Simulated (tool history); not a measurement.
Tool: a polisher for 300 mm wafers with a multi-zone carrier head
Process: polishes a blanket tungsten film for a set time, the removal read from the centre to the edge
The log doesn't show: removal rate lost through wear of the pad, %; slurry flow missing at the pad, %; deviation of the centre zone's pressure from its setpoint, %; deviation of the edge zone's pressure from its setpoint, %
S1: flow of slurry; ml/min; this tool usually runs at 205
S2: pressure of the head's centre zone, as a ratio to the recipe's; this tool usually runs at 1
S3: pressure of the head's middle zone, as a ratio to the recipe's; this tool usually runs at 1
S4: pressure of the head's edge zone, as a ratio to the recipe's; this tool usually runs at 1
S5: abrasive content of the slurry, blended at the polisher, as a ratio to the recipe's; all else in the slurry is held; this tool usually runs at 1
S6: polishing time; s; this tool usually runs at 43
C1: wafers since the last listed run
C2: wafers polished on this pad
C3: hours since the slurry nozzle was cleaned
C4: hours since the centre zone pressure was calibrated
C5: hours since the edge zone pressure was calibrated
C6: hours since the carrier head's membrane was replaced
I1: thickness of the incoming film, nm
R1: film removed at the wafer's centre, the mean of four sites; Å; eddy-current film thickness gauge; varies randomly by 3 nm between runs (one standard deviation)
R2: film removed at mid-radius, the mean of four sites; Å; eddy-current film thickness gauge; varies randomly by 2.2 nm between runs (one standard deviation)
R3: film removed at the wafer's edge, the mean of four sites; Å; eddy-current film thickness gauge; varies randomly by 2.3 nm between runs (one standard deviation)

run 1 hour=0 | S1=205 S2=1 S3=1 S4=1 S5=1 S6=43 | C1=0 C2=1202 C3=603.7 C4=563.7 C5=1071.9 C6=1075.3 | I1=612 | R1=2195 R2=2102 R3=2178
-- hour=10.7 worn pad replaced by a new one
run 2 hour=14.3 | S1=205 S2=1 S3=1 S4=1 S5=1 S6=43 | C1=122 C2=43 C3=618 C4=578 C5=1086.2 C6=1089.6 | I1=614.1 | R1=2402 R2=2320 R3=2429
run 3 hour=26 | S1=205 S2=1 S3=1 S4=1 S5=1 S6=43 | C1=139 C2=182 C3=629.7 C4=589.7 C5=1097.9 C6=1101.3 | I1=614.7 | R1=2303 R2=2265 R3=2343
run 4 hour=41.7 | S1=205 S2=1 S3=1 S4=1 S5=1 S6=43 | C1=186 C2=368 C3=645.4 C4=605.4 C5=1113.6 C6=1117 | I1=615.8 | R1=2288 R2=2216 R3=2279
run 5 hour=56.9 | S1=205 S2=1 S3=1 S4=1 S5=1 S6=43 | C1=180 C2=549 C3=660.6 C4=620.6 C5=1128.8 C6=1132.2 | I1=611.6 | R1=2286 R2=2166 R3=2220
run 6 hour=72.1 | S1=205 S2=1 S3=1 S4=1 S5=1 S6=43 | C1=180 C2=729 C3=675.8 C4=635.8 C5=1144 C6=1147.4 | I1=615.9 | R1=2198 R2=2126 R3=2232
-- hour=75.4 edge zone pressure recalibrated
-- hour=80.3 centre zone pressure recalibrated
run 7 hour=83.1 | S1=205 S2=1 S3=1 S4=1 S5=1 S6=43 | C1=83 C2=813 C3=686.8 C4=2.8 C5=7.7 C6=1158.4 | I1=611.4 | R1=2230 R2=2119 R3=2219
run 8 hour=99.3 | S1=205 S2=1 S3=1 S4=1 S5=1 S6=43 | C1=192 C2=1005 C3=703 C4=19 C5=23.9 C6=1174.6 | I1=603.7 | R1=2137 R2=2074 R3=2188
-- hour=113.7 carrier head's membrane replaced by a new one
-- hour=114.5 worn pad replaced by a new one
run 9 hour=115 | S1=205 S2=1 S3=1 S4=1 S5=1 S6=43 | C1=117 C2=6 C3=718.7 C4=34.7 C5=39.6 C6=1.3 | I1=611.7 | R1=2487 R2=2391 R3=2495
run 10 hour=123.2 | S1=260 S2=1 S3=1 S4=1 S5=1 S6=43 | C1=97 C2=103 C3=726.9 C4=42.9 C5=47.8 C6=9.5 | I1=596.9 | R1=2464 R2=2349 R3=2448
run 11 hour=138.7 | S1=205 S2=1 S3=1 S4=1 S5=1 S6=43 | C1=184 C2=287 C3=742.4 C4=58.4 C5=63.3 C6=25 | I1=613.7 | R1=2333 R2=2260 R3=2336
-- hour=142.1 slurry nozzle cleaned
run 12 hour=153.2 | S1=205 S2=0.88 S3=1 S4=1 S5=1 S6=43 | C1=160 C2=448 C3=11.1 C4=72.9 C5=77.8 C6=39.5 | I1=614.7 | R1=2038 R2=2192 R3=2295
run 13 hour=168.8 | S1=255 S2=1 S3=1 S4=1.12 S5=1 S6=43 | C1=185 C2=633 C3=26.7 C4=88.5 C5=93.4 C6=55.1 | I1=602.8 | R1=2258 R2=2217 R3=2408
run 14 hour=184.9 | S1=205 S2=1.12 S3=1 S4=1 S5=1 S6=43 | C1=191 C2=825 C3=42.8 C4=104.6 C5=109.5 C6=71.2 | I1=610.9 | R1=2438 R2=2146 R3=2250

Forecast each of these 5 alternatives for the next run:
run A hour=185.3 | S1=205 S2=1 S3=1 S4=1 S5=0.7 S6=43 | C1=4 C2=829 C3=43.2 C4=105 C5=109.9 C6=71.6 | I1=600.3 | R1=? R2=? R3=?
run B hour=185.3 | S1=175 S2=1 S3=1 S4=1 S5=1 S6=43 | C1=4 C2=829 C3=43.2 C4=105 C5=109.9 C6=71.6 | I1=600.3 | R1=? R2=? R3=?
run C hour=185.3 | S1=205 S2=1 S3=1 S4=1 S5=0.75 S6=43 | C1=4 C2=829 C3=43.2 C4=105 C5=109.9 C6=71.6 | I1=600.3 | R1=? R2=? R3=?
run D hour=185.3 | S1=205 S2=1 S3=1 S4=1 S5=1.15 S6=48 | C1=4 C2=829 C3=43.2 C4=105 C5=109.9 C6=71.6 | I1=600.3 | R1=? R2=? R3=?
run E hour=185.3 | S1=205 S2=1 S3=1 S4=1 S5=1 S6=58 | C1=4 C2=829 C3=43.2 C4=105 C5=109.9 C6=71.6 | I1=600.3 | R1=? R2=? R3=?

run=A R1=1996 R2=1912 R3=1938
run=B R1=2221 R2=2131 R3=2167
run=C R1=2046 R2=1960 R3=1987
run=D R1=2632 R2=2520 R3=2555
run=E R1=3041 R2=2913 R3=2953
With no hidden state in the tool, these same runs would have given:
run=A R1=2237 R2=2142 R3=2171
run=B R1=2489 R2=2387 R3=2428
run=C R1=2293 R2=2196 R3=2226
run=D R1=2949 R2=2824 R3=2863
run=E R1=3408 R2=3263 R3=3308
